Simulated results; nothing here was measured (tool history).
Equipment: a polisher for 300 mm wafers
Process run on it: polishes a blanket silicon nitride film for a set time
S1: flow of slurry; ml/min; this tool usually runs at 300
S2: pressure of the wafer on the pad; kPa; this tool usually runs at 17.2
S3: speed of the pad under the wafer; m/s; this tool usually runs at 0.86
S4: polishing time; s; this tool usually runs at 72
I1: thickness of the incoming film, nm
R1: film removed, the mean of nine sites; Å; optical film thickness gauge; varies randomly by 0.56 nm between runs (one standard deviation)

run,hour,S1,S2,S3,S4,I1,R1
1,0,300,17.2,0.86,72,511.8,651
2,51.6,300,17.2,0.86,72,510.7,718
3,77.3,300,17.2,0.86,72,511.7,723
4,150,300,17.2,0.86,72,519.2,711
5,171.8,300,13.8,0.86,72,513,568
6,237,300,13.8,0.86,72,505.7,560
7,278.7,300,13.8,0.86,72,501.2,558
8,343.8,300,17.2,0.86,72,512.7,704
9,368.1,300,17.2,0.96,72,507.7,768
10,413.3,300,17.2,0.86,56,519.7,537
11,453,300,17.2,0.86,56,506,537
12,479.7,300,17.2,0.86,72,519.1,684
13,519.8,300,17.2,0.86,72,512.9,684
14,544.1,300,17.2,0.86,72,510,685
15,571.3,380,17.2,0.86,72,505.6,695
16,615,300,17.2,0.86,72,513.1,686
17,654.3,300,17.2,0.86,97,505.9,902
18,714.3,300,17.2,1.02,72,509.2,784
19,741.1,300,17.2,0.86,72,507.8,675
20,801.2,300,17.2,0.86,72,501,667
21,843.6,300,17.2,0.86,87,516.4,800
22,897.5,245,17.2,0.74,58,507.2,462
23,940.2,375,17.2,0.96,54,521.5,558
24,973.1,235,17.2,1.02,96,511,961
25,1016.9,300,17.2,0.86,72,512.1,712
26,1069.8,335,17.2,0.98,95,506.4,1055
27,1099,240,17.2,1.1,72,505.3,836
28,1136.2,300,17.2,0.86,72,506.6,711
29,1187,300,14.5,1.04,53,504.9,508
30,1253.8,330,17.2,0.86,48,518.1,474
31,1286.8,325,20.7,0.94,83,511.8,1032
32,1323.3,300,11.7,0.86,72,504.1,476
33,1373.5,335,17.2,0.66,64,511.2,501
34,1442.6,300,20,0.86,90,509.9,999
35,1486.4,325,20.7,0.94,83,512.2,1033
36,1541.6,220,13.8,1.12,59,505.8,531

Between the runs listed above, the log contained 8 entries, not reproduced here. Where in the sequence does each belong, and how does what the log doesn't record of the tool's condition differ from the listed run before to the listed run after?
In the gap between runs 1 and 2: head pressure recalibrated (hour 19.1)
  deviation of the head's pressure from its setpoint, %: -10 -> 0.25
  measured value less the no-hidden-state value, R1: -72 -> +2 Å
In the gap between runs 3 and 4: worn pad replaced by a new one (hour 149.5)
  deviation of the head's pressure from its setpoint, %: 0.00783 -> -0.678
  measured value less the no-hidden-state value, R1: +0 -> -5 Å
In the gap between runs 11 and 12: slurry nozzle cleaned (hour 474.3)
  deviation of the head's pressure from its setpoint, %: -3.54 -> -3.79
  measured value less the no-hidden-state value, R1: -19 -> -27 Å
In the gap between runs 13 and 14: worn pad replaced by a new one (hour 531)
  deviation of the head's pressure from its setpoint, %: -4.17 -> -4.4
  measured value less the no-hidden-state value, R1: -30 -> -31 Å
In the gap between runs 23 and 24: worn pad replaced by a new one (hour 958.9)
  deviation of the head's pressure from its setpoint, %: -8.14 -> -8.45
  measured value less the no-hidden-state value, R1: -49 -> -88 Å
In the gap between runs 24 and 25: head pressure recalibrated (hour 1002.8)
  deviation of the head's pressure from its setpoint, %: -8.45 -> -0.548
  measured value less the no-hidden-state value, R1: -88 -> -4 Å
In the gap between runs 25 and 26: slurry nozzle cleaned (hour 1041.5)
  deviation of the head's pressure from its setpoint, %: -0.548 -> -1.05
  measured value less the no-hidden-state value, R1: -4 -> -12 Å
In the gap between runs 32 and 33: worn pad replaced by a new one (hour 1373.2)
  deviation of the head's pressure from its setpoint, %: -3.44 -> -3.91
  measured value less the no-hidden-state value, R1: -17 -> -20 Å
